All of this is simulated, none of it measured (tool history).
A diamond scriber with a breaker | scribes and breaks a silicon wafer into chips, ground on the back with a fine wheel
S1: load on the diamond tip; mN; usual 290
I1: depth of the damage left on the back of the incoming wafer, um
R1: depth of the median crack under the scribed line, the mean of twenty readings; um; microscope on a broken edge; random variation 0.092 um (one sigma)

run 1 hour=0 | S1=220 | I1=2.86 | R1=9.9
run 2 hour=69.8 | S1=238 | I1=2.27 | R1=9.91
run 3 hour=108 | S1=238 | I1=1.97 | R1=9.93
run 4 hour=212.7 | S1=290 | I1=2.8 | R1=10.76
run 5 hour=252.5 | S1=290 | I1=2.56 | R1=10.64
run 6 hour=318.1 | S1=290 | I1=2.35 | R1=10.69
run 7 hour=417.6 | S1=290 | I1=1.92 | R1=10.91
-- hour=467 diamond tip replaced by a new one
run 8 hour=475.9 | S1=290 | I1=2.54 | R1=10.61
run 9 hour=576.9 | S1=290 | I1=2.79 | R1=10.66
run 10 hour=683.4 | S1=336 | I1=2.82 | R1=11.54
run 11 hour=758.2 | S1=336 | I1=2.33 | R1=11.35
run 12 hour=799.6 | S1=315 | I1=2.49 | R1=11.24
run 13 hour=868.1 | S1=315 | I1=2.24 | R1=11.24
run 14 hour=925.7 | S1=315 | I1=1.92 | R1=11.54
-- hour=999.9 diamond tip replaced by a new one
run 15 hour=1031.7 | S1=290 | I1=2.99 | R1=10.93
-- hour=1117 load on the tip recalibrated
run 16 hour=1129.1 | S1=290 | I1=2.04 | R1=10.37
run 17 hour=1181.4 | S1=290 | I1=1.78 | R1=10.46
run 18 hour=1220.9 | S1=258 | I1=2.23 | R1=9.95
run 19 hour=1274.6 | S1=228 | I1=1.85 | R1=9.63
run 20 hour=1359.3 | S1=349 | I1=2.45 | R1=11.16
run 21 hour=1414.5 | S1=290 | I1=2.5 | R1=10.51
-- hour=1441.8 diamond tip replaced by a new one
run 22 hour=1494.4 | S1=290 | I1=2.5 | R1=10.46
run 23 hour=1597 | S1=343 | I1=1.74 | R1=11.22
run 24 hour=1699.2 | S1=290 | I1=2.55 | R1=10.64
run 25 hour=1781 | S1=209 | I1=1.91 | R1=9.68
run 26 hour=1855.8 | S1=290 | I1=2.33 | R1=10.74
-- hour=1922.6 diamond tip replaced by a new one
run 27 hour=2171.4 | S1=245 | I1=1.95 | R1=10.25
run 28 hour=2223.1 | S1=211 | I1=2.52 | R1=9.79
run 29 hour=2315.5 | S1=218 | I1=1.52 | R1=9.91
run 30 hour=2365.1 | S1=325 | I1=1.77 | R1=11
run 31 hour=2408.5 | S1=320 | I1=1.59 | R1=11.21
-- hour=2441.7 diamond tip replaced by a new one
run 32 hour=2507.6 | S1=373 | I1=2.21 | R1=12.02

What the log doesn't show, run by run:
share of the diamond tip's cutting effectiveness lost through wear, %: 0 in every run
H1: deviation of the load on the tip from its setpoint, %
run=1 H1=8.99
run=2 H1=9.64
run=3 H1=9.99
run=4 H1=11
run=5 H1=11.3
run=6 H1=11.9
run=7 H1=12.8
run=8 H1=13.4
run=9 H1=14.3
run=10 H1=15.3
run=11 H1=16
run=12 H1=16.4
run=13 H1=17
run=14 H1=17.5
run=15 H1=18.5
run=16 H1=1.28
run=17 H1=1.76
run=18 H1=2.12
run=19 H1=2.62
run=20 H1=3.4
run=21 H1=3.91
run=22 H1=4.65
run=23 H1=5.6
run=24 H1=6.54
run=25 H1=7.29
run=26 H1=7.99
run=27 H1=10.9
run=28 H1=11.4
run=29 H1=12.2
run=30 H1=12.7
run=31 H1=13.1
run=32 H1=14
